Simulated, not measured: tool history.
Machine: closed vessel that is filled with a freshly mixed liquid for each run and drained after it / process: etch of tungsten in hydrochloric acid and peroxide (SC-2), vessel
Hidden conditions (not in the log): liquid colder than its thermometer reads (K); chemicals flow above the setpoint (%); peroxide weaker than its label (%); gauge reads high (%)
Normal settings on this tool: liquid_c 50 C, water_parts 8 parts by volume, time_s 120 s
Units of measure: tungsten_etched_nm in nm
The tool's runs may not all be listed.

| run | hour | liquid_c | water_parts | time_s | wafers since the last listed run | hours since the thermometer was replaced | hours since the chemicals flow meter was replaced | hours since the drum of peroxide was connected | hours since the gauge calibration | read-back film thickness of the tungsten reference wafer, read on the same gauge (nm) | tungsten_etched_nm |
|---|---|---|---|---|---|---|---|---|---|---|---|
| 1 | 0 | 50 | 8 | 120 | 0 | 684.8 | 1515 | 416.9 | 41.3 | 130.01 | 27.17 |
| 2 | 29.1 | 50 | 9 | 120 | 3693 | 713.9 | 1544.1 | 446 | 70.4 | 130.03 | 24.48 |
| 3 | 44.6 | 50 | 9 | 120 | 1967 | 729.4 | 1559.6 | 461.5 | 85.9 | 130.01 | 24.55 |
|  | 46.4 | new drum of peroxide connected |
| 4 | 78.6 | 50 | 9 | 120 | 4188 | 763.4 | 1593.6 | 32.2 | 119.9 | 129.98 | 25.69 |
| 5 | 103.6 | 50 | 8 | 120 | 3173 | 788.4 | 1618.6 | 57.2 | 144.9 | 130 | 28.22 |
| 6 | 119.3 | 50 | 8 | 120 | 1992 | 804.1 | 1634.3 | 72.9 | 160.6 | 129.99 | 27.92 |
| 7 | 131.3 | 50 | 8 | 120 | 1523 | 816.1 | 1646.3 | 84.9 | 172.6 | 130.01 | 28.01 |
| 8 | 233 | 50 | 8 | 120 | 12909 | 917.8 | 1748 | 186.6 | 274.3 | 130 | 27.42 |
| 9 | 252.8 | 50 | 8 | 120 | 2513 | 937.6 | 1767.8 | 206.4 | 294.1 | 130.01 | 27.25 |
| 10 | 271.8 | 56 | 8 | 100 | 2411 | 956.6 | 1786.8 | 225.4 | 313.1 | 129.99 | 33.8 |
| 11 | 300.2 | 56 | 8 | 100 | 3604 | 985 | 1815.2 | 253.8 | 341.5 | 130.02 | 33.66 |
| 12 | 316.7 | 56 | 8 | 100 | 2094 | 1001.5 | 1831.7 | 270.3 | 358 | 129.99 | 33.52 |
| 13 | 342.7 | 57 | 12 | 165 | 3300 | 1027.5 | 1857.7 | 296.3 | 384 | 130 | 42.26 |
| 14 | 378.7 | 57.5 | 8 | 120 | 4569 | 1063.5 | 1893.7 | 332.3 | 420 | 129.99 | 43.67 |
| 15 | 402.8 | 50 | 8 | 120 | 3059 | 1087.6 | 1917.8 | 356.4 | 444.1 | 129.98 | 26.7 |
|  | 420.1 | new drum of peroxide connected |
| 16 | 438 | 46.5 | 11 | 75 | 4341 | 1122.8 | 1953 | 17.9 | 479.3 | 129.97 | 10.54 |
| 17 | 460.8 | 53 | 4.5 | 190 | 2894 | 1145.6 | 1975.8 | 40.7 | 502.1 | 130.02 | 81.52 |
|  | 482.5 | gauge calibrated |
|  | 483.2 | chemicals flow meter replaced |
| 18 | 489.2 | 44.5 | 8 | 120 | 3478 | 1174 | 6 | 69.1 | 6.7 | 130.02 | 18.75 |
| 19 | 504.8 | 50 | 8 | 120 | 1980 | 1189.6 | 21.6 | 84.7 | 22.3 | 130.01 | 27.33 |
| 20 | 517.6 | 54 | 10.5 | 85 | 1624 | 1202.4 | 34.4 | 97.5 | 35.1 | 130 | 20.12 |
| 21 | 546 | 50 | 8 | 120 | 3604 | 1230.8 | 62.8 | 125.9 | 63.5 | 130 | 27.08 |
| 22 | 578.5 | 50 | 8 | 120 | 4125 | 1263.3 | 95.3 | 158.4 | 96 | 130 | 27.01 |
|  | 603.7 | thermometer replaced |
| 23 | 611.8 | 50 | 6 | 75 | 4100 | 8.1 | 128.6 | 191.7 | 129.3 | 129.99 | 22.43 |
| 24 | 630.8 | 50 | 5.5 | 85 | 2411 | 27.1 | 147.6 | 210.7 | 148.3 | 129.99 | 27.22 |
| 25 | 652 | 50 | 8 | 120 | 2691 | 48.3 | 168.8 | 231.9 | 169.5 | 129.99 | 28.77 |
| 26 | 680.1 | 50 | 8 | 50 | 3566 | 76.4 | 196.9 | 260 | 197.6 | 129.99 | 12.03 |
| 27 | 708.9 | 50 | 8 | 175 | 3655 | 105.2 | 225.7 | 288.8 | 226.4 | 130.01 | 41.33 |
| 28 | 731.8 | 44.5 | 10 | 75 | 2906 | 128.1 | 248.6 | 311.7 | 249.3 | 130 | 10.08 |
| 29 | 750.9 | 56 | 8 | 120 | 2424 | 147.2 | 267.7 | 330.8 | 268.4 | 129.99 | 42.03 |
| 30 | 767.2 | 54 | 8 | 120 | 2069 | 163.5 | 284 | 347.1 | 284.7 | 129.98 | 36.75 |
| 31 | 794.9 | 54.5 | 9.5 | 75 | 3516 | 191.2 | 311.7 | 374.8 | 312.4 | 129.99 | 20.46 |

Across each entry between runs, compare the hidden state at the last listed run before it with the hidden state at the first listed run after it:
Between runs 3 and 4: new drum of peroxide connected (hour 46.4)
  liquid colder than its thermometer reads (K): 0.674 -> 0.704; peroxide weaker than its label (%): 5.26 -> 0.567
  what was measured, less what the result would be without the hidden state, tungsten_etched_nm: -2.42 -> -1.37 nm
Between runs 15 and 16: new drum of peroxide connected (hour 420.1)
  liquid colder than its thermometer reads (K): 0.991 -> 1.02; peroxide weaker than its label (%): 4.18 -> 0.251
  what was measured, less what the result would be without the hidden state, tungsten_etched_nm: -2.95 -> -0.79 nm
Between runs 17 and 18: gauge calibrated (hour 482.5); chemicals flow meter replaced (hour 483.2)
  liquid colder than its thermometer reads (K): 1.04 -> 1.07; peroxide weaker than its label (%): 0.505 -> 0.822
  what was measured, less what the result would be without the hidden state, tungsten_etched_nm: -6.14 -> -1.59 nm
Between runs 22 and 23: thermometer replaced (hour 603.7)
  liquid colder than its thermometer reads (K): 1.15 -> 0.0527; peroxide weaker than its label (%): 1.82 -> 2.19
  what was measured, less what the result would be without the hidden state, tungsten_etched_nm: -2.65 -> -0.52 nm
